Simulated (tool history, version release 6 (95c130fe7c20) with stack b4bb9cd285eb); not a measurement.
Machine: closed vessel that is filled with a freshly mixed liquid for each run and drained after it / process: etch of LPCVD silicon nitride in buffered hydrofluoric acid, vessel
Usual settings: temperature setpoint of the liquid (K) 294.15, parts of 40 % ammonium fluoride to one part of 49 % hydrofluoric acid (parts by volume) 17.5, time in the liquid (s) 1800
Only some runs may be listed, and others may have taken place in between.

run	hour	temperature setpoint of the liquid (K)	parts of 40 % ammonium fluoride to one part of 49 % hydrofluoric acid (parts by volume)	time in the liquid (s)	wafers since the last listed run	hours since the thermometer was replaced	hours since the hydrofluoric acid flow meter was replaced	hours since the gauge calibration	read-back film thickness of the LPCVD silicon nitride reference wafer, read on the same gauge (nm)	thickness taken off the LPCVD silicon nitride on a monitor wafer (Å)
1	0	294.15	17.5	1800	0	1833.5	2228.1	574	69.99	110.8
2	16.5	294.15	17.5	1800	808	1850	2244.6	590.5	70.01	111.1
3	33	294.15	17.5	1800	808	1866.5	2261.1	607	70	111.2
4	44.8	294.15	17.5	1540	577	1878.3	2272.9	618.8	70.01	95.5
5	62.2	294.15	17.5	2520	852	1895.7	2290.3	636.2	69.99	157
# hour 74.6: gauge calibrated
6	80	294.15	12.5	1800	871	1913.5	2308.1	5.4	69.98	155.2
7	90.7	294.15	12.5	1800	524	1924.2	2318.8	16.1	70	154.7
# hour 101.2: hydrofluoric acid flow meter replaced
8	104.8	294.15	17.5	1800	641	1938.3	3.6	30.2	70	119.9
9	114.5	294.15	17.5	1800	475	1948	13.3	39.9	70	119.5
10	132.1	297.65	22	1800	862	1965.6	30.9	57.5	70.02	118.7
11	144.3	290.15	17.5	1800	597	1977.8	43.1	69.7	70	94.8
12	158.2	292.65	23.5	2465	680	1991.7	57	83.6	69.97	118.3
13	171.7	290.15	13	1800	661	2005.2	70.5	97.1	70.02	127.4
14	184.1	290.15	24	2640	607	2017.6	82.9	109.5	69.99	107.5
15	193.5	294.15	17.5	1800	460	2027	92.3	118.9	70.02	119.1
# hour 207.4: thermometer replaced
16	209.1	298.15	20	2230	715	1.7	107.9	134.5	70.03	160.9
17	217.3	297.15	12	865	401	9.9	116.1	142.7	70.01	97.6
18	228.6	294.15	17.5	1800	553	21.2	127.4	154	70.01	118.8
19	235	297.15	17.5	1800	313	27.6	133.8	160.4	69.99	139.9
20	245.5	297.15	20.5	2760	514	38.1	144.3	170.9	69.98	186.2
21	261.6	294.15	17.5	1330	788	54.2	160.4	187	70	87.4
22	272	296.15	11	1800	509	64.6	170.8	197.4	70.02	208.8
23	313.2	296.65	14.5	850	2017	105.8	212	238.6	70.01	77.4
24	321.9	290.15	22	2515	426	114.5	220.7	247.3	70.01	108.3
25	334.2	294.15	17.5	1800	602	126.8	233	259.6	69.97	118.4
26	349.9	290.15	24	2640	768	142.5	248.7	275.3	69.98	107.7
27	359.4	294.15	13.5	1800	465	152	258.2	284.8	70.01	152.5
28	372	294.15	17.5	1800	617	164.6	270.8	297.4	69.97	118.1
29	386.5	296.15	11	1800	710	179.1	285.3	311.9	70.02	209.4
30	402.1	296.65	17.5	1800	764	194.7	300.9	327.5	70.02	136.3
31	410.6	294.15	23.5	2865	416	203.2	309.4	336	70.02	148.3
32	420.3	291.15	17.5	1800	475	212.9	319.1	345.7	69.99	99.3

4 ways to go on from here, each from the tool as it stands after run 32. What would each give?
A	421.4	294.15	17.5	1800	53	214	320.2	346.8	?	?
B	421.4	291.65	14.5	1800	53	214	320.2	346.8	?	?
C	421.4	294.15	22.5	1800	53	214	320.2	346.8	?	?
D	421.4	294.15	19.5	1800	53	214	320.2	346.8	?	?

run	read-back film thickness of the LPCVD silicon nitride reference wafer, read on the same gauge (nm)	thickness taken off the LPCVD silicon nitride on a monitor wafer (Å)
A	69.99	117.7
B	69.99	123.1
C	69.99	95.6
D	69.99	105.8
The same runs, with their run-to-run variation unchanged, on a tool lacking any hidden condition would have given:
run	thickness taken off the LPCVD silicon nitride on a monitor wafer (Å)
A	119.7
B	125.2
C	96.8
D	107.6
